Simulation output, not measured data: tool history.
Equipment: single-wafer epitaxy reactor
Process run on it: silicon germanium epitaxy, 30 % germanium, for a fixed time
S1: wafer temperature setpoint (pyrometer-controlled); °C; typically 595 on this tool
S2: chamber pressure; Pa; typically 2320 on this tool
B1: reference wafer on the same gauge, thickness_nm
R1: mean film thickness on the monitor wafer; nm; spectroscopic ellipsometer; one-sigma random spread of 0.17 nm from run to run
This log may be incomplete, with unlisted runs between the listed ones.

{"run": 1, "hour": 0.0, "S1": 595, "S2": 2320, "B1": 49.417, "R1": 57.35}
{"run": 2, "hour": 16.4, "S1": 595, "S2": 2320, "B1": 49.391, "R1": 56.934}
{"run": 3, "hour": 50.2, "S1": 595, "S2": 2320, "B1": 49.427, "R1": 57.641}
{"run": 4, "hour": 134.5, "S1": 595, "S2": 2026, "B1": 49.404, "R1": 54.709}
{"run": 5, "hour": 148.5, "S1": 595, "S2": 2026, "B1": 49.403, "R1": 54.616}
{"run": 6, "hour": 180.8, "S1": 595, "S2": 2026, "B1": 49.343, "R1": 54.563}
{"hour": 211.2, "done": "gauge calibrated"}
{"run": 7, "hour": 213.4, "S1": 595, "S2": 2320, "B1": 49.375, "R1": 57.633}
{"hour": 226.6, "done": "capacitance manometer re-zeroed and calibrated"}
{"hour": 244.1, "done": "showerhead replaced"}
{"run": 8, "hour": 244.6, "S1": 595, "S2": 2026, "B1": 49.429, "R1": 55.111}
{"run": 9, "hour": 264.2, "S1": 601, "S2": 2533, "B1": 49.415, "R1": 66.803}
{"hour": 284.4, "done": "pyrometer calibrated"}
{"run": 10, "hour": 289.0, "S1": 595, "S2": 1907, "B1": 49.357, "R1": 47.153}
{"run": 11, "hour": 301.8, "S1": 602, "S2": 2800, "B1": 49.403, "R1": 62.771}
{"run": 12, "hour": 335.0, "S1": 601, "S2": 2320, "B1": 49.35, "R1": 57.391}
{"run": 13, "hour": 360.1, "S1": 609, "S2": 1827, "B1": 49.373, "R1": 61.334}
{"run": 14, "hour": 376.3, "S1": 589, "S2": 2320, "B1": 49.355, "R1": 45.056}

3 options for the next run, each taken on its own from the tool as it stands now. Forecast them:
{"run": "A", "hour": 376.7, "S1": 595, "S2": 2320, "B1": "?", "R1": "?"}
{"run": "B", "hour": 376.7, "S1": 595, "S2": 2600, "B1": "?", "R1": "?"}
{"run": "C", "hour": 376.7, "S1": 605, "S2": 2586, "B1": "?", "R1": "?"}

run=A B1=49.462 R1=50.633
run=B B1=49.462 R1=52.829
run=C B1=49.462 R1=64.522
What these runs would have given with no unlogged condition in the tool:
run=A R1=49.446
run=B R1=51.59
run=C R1=63.047

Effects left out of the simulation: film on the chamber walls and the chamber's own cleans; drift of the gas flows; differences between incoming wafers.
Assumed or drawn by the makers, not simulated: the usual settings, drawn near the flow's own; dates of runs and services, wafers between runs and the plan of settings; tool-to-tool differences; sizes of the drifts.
